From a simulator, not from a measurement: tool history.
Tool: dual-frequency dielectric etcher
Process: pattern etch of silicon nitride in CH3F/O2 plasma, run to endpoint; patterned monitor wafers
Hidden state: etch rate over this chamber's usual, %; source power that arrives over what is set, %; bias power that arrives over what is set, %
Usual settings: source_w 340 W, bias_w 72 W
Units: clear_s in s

run   hour  source_w  bias_w  wafers since the last listed run  hours since the last wet clean  hours since the last source power generator calibration  hours since the last bias power generator calibration  hours since the last upper electrode change  incoming incoming film thickness, nm  clear_s
  1      0       340      72                                 0                           220.7                                                   3760.7                                                 4726.6                                       2909.7                                  95.2    109.3
  2     46       340      72                               275                           266.7                                                   3806.7                                                 4772.6                                       2955.7                                  96.4    110.4
  3   93.4       340      72                               283                           314.1                                                   3854.1                                                   4820                                       3003.1                                  95.6    108.9
  4  131.7       340      72                               229                           352.4                                                   3892.4                                                 4858.3                                       3041.4                                  94.8    107.8
  5  216.8       340      72                               509                           437.5                                                   3977.5                                                 4943.4                                       3126.5                                  95.9    108.4
  6  272.2       340      72                               331                           492.9                                                   4032.9                                                 4998.8                                       3181.9                                  95.7    108.2
     323.4  -- wet clean of the chamber
  7  333.1       340      72                               220                             9.7                                                   4093.8                                                 5059.7                                       3242.8                                  95.8    111.2
  8  377.3       300      85                               264                            53.9                                                     4138                                                 5103.9                                         3287                                  95.5    108.5
     466.8  -- upper electrode replaced
  9  478.3       310      79                               460                           154.9                                                     4239                                                 5204.9                                         11.5                                  95.5    110.2
     555.9  -- source power generator calibrated
 10    557       400      77                               446                           233.6                                                      1.1                                                 5283.6                                         90.2                                  95.7    102.6
     574.7  -- bias power generator calibrated
 11  648.2       340      72                               521                           324.8                                                     92.3                                                   73.5                                        181.4                                  95.6    109.3
 12  700.4       340      60                               312                             377                                                    144.5                                                  125.7                                        233.6                                  95.4    115.2
 13  802.8       390      82                               612                           479.4                                                    246.9                                                  228.1                                          336                                  95.9    100.6
 14  868.5       410      64                               392                           545.1                                                    312.6                                                  293.8                                        401.7                                  96.1    106.4

The tool's hidden state at each run:
source power that arrives over what is set, %: 0 in every run
bias power that arrives over what is set, %: 0 in every run
H1: etch rate over this chamber's usual, %
run      H1
  1    1.06
  2    1.28
  3    1.52
  4     1.7
  5    2.12
  6    2.39
  7  -0.161
  8  0.0553
  9    0.55
 10   0.935
 11    1.38
 12    1.64
 13    2.14
 14    2.46

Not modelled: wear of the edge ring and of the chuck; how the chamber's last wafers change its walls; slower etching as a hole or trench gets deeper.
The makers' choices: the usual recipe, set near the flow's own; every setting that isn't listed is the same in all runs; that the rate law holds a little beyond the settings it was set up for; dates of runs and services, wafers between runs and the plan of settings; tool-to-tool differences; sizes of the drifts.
